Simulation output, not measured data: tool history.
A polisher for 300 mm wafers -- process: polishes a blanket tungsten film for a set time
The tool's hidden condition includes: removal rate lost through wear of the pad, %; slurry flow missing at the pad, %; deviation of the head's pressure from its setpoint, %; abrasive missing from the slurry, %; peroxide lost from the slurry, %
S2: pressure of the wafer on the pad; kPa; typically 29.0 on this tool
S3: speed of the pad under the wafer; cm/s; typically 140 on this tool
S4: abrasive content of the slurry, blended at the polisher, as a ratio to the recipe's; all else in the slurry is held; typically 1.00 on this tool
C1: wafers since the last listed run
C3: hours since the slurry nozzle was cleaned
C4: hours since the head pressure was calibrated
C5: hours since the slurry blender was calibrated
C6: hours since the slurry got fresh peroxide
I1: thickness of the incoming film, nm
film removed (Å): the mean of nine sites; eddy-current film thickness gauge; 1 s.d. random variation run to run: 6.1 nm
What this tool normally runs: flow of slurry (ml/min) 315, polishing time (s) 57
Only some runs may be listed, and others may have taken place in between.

Run 1, hour 0.0: usual settings but polishing time (s) 65; C1 0; wafers polished on this pad 12; C3 183.4; C4 4.5; C5 90.0; C6 151.9; I1 1247.3. Result: film removed (Å) 5469.
Run 2, hour 15.1: usual settings but polishing time (s) 65; C1 167; wafers polished on this pad 179; C3 198.5; C4 19.6; C5 105.1; C6 167.0; I1 1226.8. Result: film removed (Å) 5418.
At hour 43.9: slurry tank refilled with fresh slurry and peroxide.
At hour 49.6: slurry nozzle cleaned.
Run 3, hour 50.1: usual settings but S2 32.4 kPa; C1 366; wafers polished on this pad 545; C3 0.5; C4 54.6; C5 140.1; C6 6.2; I1 1221.2. Result: film removed (Å) 5306.
Run 4, hour 83.0: usual settings but S2 32.4 kPa; C1 365; wafers polished on this pad 910; C3 33.4; C4 87.5; C5 173.0; C6 39.1; I1 1244.5. Result: film removed (Å) 5334.
Run 5, hour 110.0: usual settings; C1 299; wafers polished on this pad 1210; C3 60.4; C4 114.5; C5 200.0; C6 66.1; I1 1220.1. Result: film removed (Å) 4810.
Run 6, hour 126.4: usual settings but S3 164 cm/s, S4 1.15; C1 181; wafers polished on this pad 1392; C3 76.8; C4 130.9; C5 216.4; C6 82.5; I1 1235.8. Result: film removed (Å) 5576.
At hour 200.0: slurry blender recalibrated.
At hour 206.0: worn pad replaced by a new one.
Run 7, hour 227.5: usual settings but S3 164 cm/s, S4 1.15; C1 1055; wafers polished on this pad 238; C3 177.9; C4 232.0; C5 27.5; C6 183.6; I1 1232.1. Result: film removed (Å) 5769.
At hour 243.1: slurry tank refilled with fresh slurry and peroxide.
At hour 244.1: slurry nozzle cleaned.
Run 8, hour 247.7: usual settings but flow of slurry (ml/min) 260, S2 36.5 kPa, S3 164 cm/s, S4 1.25; C1 202; wafers polished on this pad 440; C3 3.6; C4 252.2; C5 47.7; C6 4.6; I1 1230.5. Result: film removed (Å) 7092.
Run 9, hour 278.9: usual settings; C1 346; wafers polished on this pad 786; C3 34.8; C4 283.4; C5 78.9; C6 35.8; I1 1252.5. Result: film removed (Å) 5028.
Run 10, hour 313.0: usual settings but flow of slurry (ml/min) 350, S2 22.1 kPa, polishing time (s) 46; C1 378; wafers polished on this pad 1165; C3 68.9; C4 317.5; C5 113.0; C6 69.9; I1 1241.0. Result: film removed (Å) 3120.
Run 11, hour 325.7: usual settings; C1 140; wafers polished on this pad 1305; C3 81.6; C4 330.2; C5 125.7; C6 82.6; I1 1227.9. Result: film removed (Å) 5063.
Run 12, hour 338.6: usual settings but flow of slurry (ml/min) 390, S2 31.7 kPa, S3 120 cm/s, polishing time (s) 68; C1 143; wafers polished on this pad 1449; C3 94.5; C4 343.1; C5 138.6; C6 95.5; I1 1239.4. Result: film removed (Å) 6189.
At hour 362.8: head pressure recalibrated.
Run 13, hour 370.4: usual settings but polishing time (s) 73; C1 330; wafers polished on this pad 1779; C3 126.3; C4 7.6; C5 170.4; C6 127.3; I1 1235.6. Result: film removed (Å) 5864.
Run 14, hour 382.5: usual settings; C1 134; wafers polished on this pad 1914; C3 138.4; C4 19.7; C5 182.5; C6 139.4; I1 1239.6. Result: film removed (Å) 4679.
Run 15, hour 399.7: usual settings; C1 190; wafers polished on this pad 2104; C3 155.6; C4 36.9; C5 199.7; C6 156.6; I1 1227.4. Result: film removed (Å) 4654.
At hour 415.4: worn pad replaced by a new one.
Run 16, hour 423.6: usual settings but S4 0.75; C1 220; wafers polished on this pad 91; C3 179.5; C4 60.8; C5 223.6; C6 180.5; I1 1247.9. Result: film removed (Å) 4391.
At hour 452.7: slurry blender recalibrated.
Run 17, hour 454.2: usual settings but S2 36.5 kPa, S3 186 cm/s, S4 0.85, polishing time (s) 41; C1 317; wafers polished on this pad 408; C3 210.1; C4 91.4; C5 1.5; C6 211.1; I1 1226.2. Result: film removed (Å) 5056.
At hour 458.3: slurry tank refilled with fresh slurry and peroxide.
Run 18, hour 483.9: usual settings but S3 170 cm/s; C1 318; wafers polished on this pad 726; C3 239.8; C4 121.1; C5 31.2; C6 25.6; I1 1263.0. Result: film removed (Å) 5391.
At hour 501.0: slurry nozzle cleaned.
Run 19, hour 518.4: usual settings but flow of slurry (ml/min) 220, S3 186 cm/s; C1 371; wafers polished on this pad 1098; C3 17.4; C4 155.6; C5 65.7; C6 60.1; I1 1250.6. Result: film removed (Å) 5554.
Run 20, hour 545.5: usual settings but S2 31.7 kPa, polishing time (s) 77; C1 300; wafers polished on this pad 1399; C3 44.5; C4 182.7; C5 92.8; C6 87.2; I1 1259.8. Result: film removed (Å) 7118.
Run 21, hour 566.2: usual settings but S3 110 cm/s, polishing time (s) 38; C1 229; wafers polished on this pad 1629; C3 65.2; C4 203.4; C5 113.5; C6 107.9; I1 1254.1. Result: film removed (Å) 2791.
At hour 590.3: worn pad replaced by a new one.
Run 22, hour 590.8: usual settings; C1 228; wafers polished on this pad 5; C3 89.8; C4 228.0; C5 138.1; C6 132.5; I1 1243.4. Result: film removed (Å) 4738.
Run 23, hour 603.8: usual settings but S2 34.5 kPa, polishing time (s) 39; C1 144; wafers polished on this pad 149; C3 102.8; C4 241.0; C5 151.1; C6 145.5; I1 1219.0. Result: film removed (Å) 3996.
Run 24, hour 620.3: usual settings but polishing time (s) 45; C1 183; wafers polished on this pad 332; C3 119.3; C4 257.5; C5 167.6; C6 162.0; I1 1234.6. Result: film removed (Å) 3754.
At hour 630.2: slurry tank refilled with fresh slurry and peroxide.
Run 25, hour 636.1: usual settings but flow of slurry (ml/min) 350; C1 164; wafers polished on this pad 496; C3 135.1; C4 273.3; C5 183.4; C6 5.9; I1 1233.1. Result: film removed (Å) 4847.

Predict the results of run 26:
At hour 712.0: slurry nozzle cleaned.
Run 26, hour 725.1: usual settings but flow of slurry (ml/min) 415, S2 36.5 kPa, S4 0.80; C1 976; wafers polished on this pad 1473; C3 13.1; C4 362.3; C5 272.4; C6 94.9; I1 1235.1. Result: film removed (Å) ?.

{"run 26": {"film removed (Å)": 6046}}
The same run, on a tool lacking any hidden state, would have yielded film removed (Å) 5697.

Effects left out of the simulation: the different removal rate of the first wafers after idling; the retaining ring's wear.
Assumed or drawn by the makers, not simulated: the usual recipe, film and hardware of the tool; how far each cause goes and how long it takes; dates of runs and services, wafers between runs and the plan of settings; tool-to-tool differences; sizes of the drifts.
